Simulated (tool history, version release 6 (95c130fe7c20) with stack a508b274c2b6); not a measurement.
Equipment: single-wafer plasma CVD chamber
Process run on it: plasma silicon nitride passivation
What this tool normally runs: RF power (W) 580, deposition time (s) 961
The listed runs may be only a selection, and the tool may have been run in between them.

run,hour,RF power (W),deposition time (s),"read-back reference wafer on the same gauge, thickness_nm",mean film thickness on the monitor wafer (Å)
1,0,610,961,1240.213,14329.07
# hour 18.4: gauge calibrated
2,24.9,610,961,1240.132,14316.2
3,53.8,525,961,1240.025,13765.11
4,66.9,525,961,1239.615,13802.06
5,99.1,525,961,1240.235,13796.91
6,127.9,580,961,1239.874,14141.66
7,144.8,580,961,1240.391,14164.53
8,165.5,580,961,1240.581,14167.71
9,182.1,580,961,1239.423,14141.14
10,216.4,580,961,1240.003,14152.49
11,252.2,580,961,1239.397,14196.76
12,286.6,580,961,1239.923,14150.57
13,311.7,580,961,1240.066,14134.31
14,342.9,665,855,1239.912,13047.2
# hour 355.7: RF generator calibrated
15,374.9,580,961,1239.84,14411.51
# hour 407.2: showerhead replaced
16,408,580,839,1240.149,12608.03
17,430,580,961,1240.09,14388.55
18,447.5,490,961,1239.311,13782.78
# hour 449.8: gauge calibrated
19,477.3,665,1107,1240.125,17123.95
20,503.8,580,961,1240.527,14374.53
21,531.6,680,1039,1240.268,16192.36
22,560.4,470,1019,1239.922,14460.22
23,586.1,580,961,1239.736,14375.04
24,602.4,660,1117,1240.317,17290.47
25,631.7,495,789,1240.213,11312.53

Below are 5 alternative next runs, each starting from the tool's condition after run 25. Predict each:
A,632.4,580,874,?,?
B,632.4,545,1047,?,?
C,632.4,515,1036,?,?
D,632.4,510,1107,?,?
E,632.4,580,822,?,?

run,"read-back reference wafer on the same gauge, thickness_nm",mean film thickness on the monitor wafer (Å)
A,1239.755,13031.67
B,1239.755,15365.3
C,1239.755,14987.87
D,1239.755,15975.8
E,1239.755,12256.33
Without the tool's unlogged condition, the same runs would have read:
run,mean film thickness on the monitor wafer (Å)
A,13134.72
B,15486.8
C,15106.39
D,16102.13
E,12353.25
